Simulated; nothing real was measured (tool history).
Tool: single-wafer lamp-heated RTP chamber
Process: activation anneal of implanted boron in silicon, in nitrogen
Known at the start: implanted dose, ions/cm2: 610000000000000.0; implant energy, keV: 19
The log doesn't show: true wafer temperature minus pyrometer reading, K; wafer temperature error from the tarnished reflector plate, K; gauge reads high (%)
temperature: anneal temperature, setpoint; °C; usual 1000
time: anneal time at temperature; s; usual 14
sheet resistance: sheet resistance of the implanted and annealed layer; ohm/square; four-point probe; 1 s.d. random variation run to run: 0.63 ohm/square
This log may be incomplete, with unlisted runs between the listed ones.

run   hour  temperature  time  wafers since the last listed run  wafers since the last pyrometer calibration  wafers since the reflector plate was cleaned  hours since the gauge calibration  read-back reference wafer on the same gauge, sheet resistance  sheet resistance
  1      0         1000    16                                 0                                          763                                          2143                               35.3                                                         155.13            182.78
  2   10.2         1000    16                               190                                          954                                          2334                               45.5                                                         154.89             183.5
  3   27.2         1000    14                               318                                         1272                                          2652                               62.5                                                         155.07            184.93
  4   44.6         1000    14                               325                                         1597                                          2978                               79.9                                                         155.06            183.45
  5     59         1000    14                               269                                         1867                                          3247                               94.3                                                         154.84             183.6
  6   65.9          981     9                               129                                         1996                                          3376                              101.2                                                         155.25            196.83
  7   75.4         1000    18                               177                                         2174                                          3554                              110.7                                                         155.21            182.42
  8   89.1         1000    14                               256                                         2430                                          3810                              124.4                                                         155.02            183.76
  9  102.4         1000     8                               248                                         2679                                          4059                              137.7                                                         154.84            185.96
 10    109         1000    14                               123                                         2802                                          4182                              144.3                                                         154.88            184.73
 11  122.1         1000    14                               245                                         3047                                          4427                              157.4                                                         155.03            184.06
 12  128.3         1000    14                               115                                         3163                                          4543                              163.6                                                         154.96            183.89
 13  134.7         1000    14                               119                                         3283                                          4663                                170                                                         154.99            183.81
 14  145.6         1022    10                               203                                         3487                                          4867                              180.9                                                         155.07            179.47
     145.7  -- gauge calibrated
 15  156.8          972    11                               209                                         3696                                          5077                               11.1                                                         155.13            204.15
 16  174.6         1000    14                               333                                         4029                                          5410                               28.9                                                            155            184.44
 17  181.1          991    20                               121                                         4151                                          5531                               35.4                                                         155.08             186.3
     206.4  -- pyrometer window cleaned and pyrometer calibrated
 18    210         1000    14                               390                                           66                                          5922                               64.3                                                         155.09            183.73
 19  226.2         1025    14                               303                                          369                                          6225                               80.5                                                          155.1            178.03
     235.9  -- reflector plate cleaned
 20  240.6          972    21                               119                                          489                                            88                               94.9                                                         154.98            198.79
 21  251.8         1000    14                               209                                          699                                           298                              106.1                                                          154.9            183.92
 22  261.1          986    22                               173                                          873                                           472                              115.4                                                         155.24            188.72
 23  268.6         1000    14                               140                                         1013                                           612                              122.9                                                         155.13            183.63
 24  283.2         1000     9                               273                                         1286                                           885                              137.5                                                         154.86             185.5
 25  293.8          984     7                               198                                         1484                                          1083                              148.1                                                         154.94            195.69
 26    301         1019    21                               134                                         1619                                          1218                              155.3                                                         155.06            178.81

What if the next run were any one of these 4? Each begins from the tool's condition after run 26:
  A  301.4         1009    14                                 7                                         1627                                          1226                              155.7                                                              ?                 ?
  B  301.4         1020    10                                 7                                         1627                                          1226                              155.7                                                              ?                 ?
  C  301.4          992    10                                 7                                         1627                                          1226                              155.7                                                              ?                 ?
  D  301.4         1026     7                                 7                                         1627                                          1226                              155.7                                                              ?                 ?

run  read-back reference wafer on the same gauge, sheet resistance  sheet resistance
  A                                                         155.16            182.39
  B                                                         155.16            181.23
  C                                                         155.16            189.49
  D                                                         155.16            181.09
Take away the tool's hidden state, keep each run's random variation, and the runs would have read:
run  sheet resistance
  A            182.39
  B            181.23
  C            189.49
  D            181.09
